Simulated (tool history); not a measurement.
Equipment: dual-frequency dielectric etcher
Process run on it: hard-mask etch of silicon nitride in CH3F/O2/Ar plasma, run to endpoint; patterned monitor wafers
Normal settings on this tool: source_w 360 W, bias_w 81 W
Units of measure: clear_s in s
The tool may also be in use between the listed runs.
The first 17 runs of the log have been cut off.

| run | day | source_w | bias_w | wafers since the last listed run | hours since the last wet clean | hours since the last source power generator calibration | hours since the last bias power generator calibration | hours since the last upper electrode change | incoming incoming film thickness, nm | clear_s |
|---|---|---|---|---|---|---|---|---|---|---|
| 18 | 60.954 | 280 | 81 | 880 | 489.2 | 1081.6 | 429.8 | 127.9 | 28.83 | 49.6 |
| 19 | 63.162 | 330 | 101 | 619 | 542.2 | 1134.6 | 482.8 | 180.9 | 28.81 | 43.2 |
| 20 | 65.842 | 360 | 81 | 751 | 606.5 | 1198.9 | 547.1 | 245.2 | 28.76 | 43.8 |
|  | 68.075 | wet clean of the chamber |
| 21 | 68.238 | 360 | 81 | 391 | 3.9 | 1256.4 | 604.6 | 302.7 | 28.97 | 42.9 |
| 22 | 76.396 | 400 | 69 | 2287 | 199.7 | 1452.2 | 800.4 | 498.5 | 29.19 | 44.0 |
| 23 | 78.983 | 290 | 63 | 725 | 261.8 | 1514.3 | 862.5 | 560.6 | 28.48 | 51.5 |
| 24 | 83.158 | 360 | 81 | 1170 | 362.0 | 1614.5 | 962.7 | 660.8 | 29.10 | 43.8 |
| 25 | 85.946 | 360 | 98 | 781 | 428.9 | 1681.4 | 1029.6 | 727.7 | 28.89 | 41.4 |
| 26 | 89.746 | 360 | 81 | 1065 | 520.1 | 1772.6 | 1120.8 | 818.9 | 28.86 | 44.1 |
| 27 | 92.779 | 300 | 64 | 850 | 592.9 | 1845.4 | 1193.6 | 891.7 | 29.06 | 52.5 |
| 28 | 96.767 | 300 | 73 | 1117 | 688.6 | 1941.1 | 1289.3 | 987.4 | 28.49 | 49.9 |

Predict the results of run 29:
|  | 97.788 | wet clean of the chamber |
| 29 | 101.188 | 360 | 68 | 959 | 81.6 | 2047.2 | 1395.4 | 1093.5 | 28.85 | ? |

clear_s: 44.8 s
The same run, on a tool lacking any hidden state, would have yielded clear_s 44.9 s.

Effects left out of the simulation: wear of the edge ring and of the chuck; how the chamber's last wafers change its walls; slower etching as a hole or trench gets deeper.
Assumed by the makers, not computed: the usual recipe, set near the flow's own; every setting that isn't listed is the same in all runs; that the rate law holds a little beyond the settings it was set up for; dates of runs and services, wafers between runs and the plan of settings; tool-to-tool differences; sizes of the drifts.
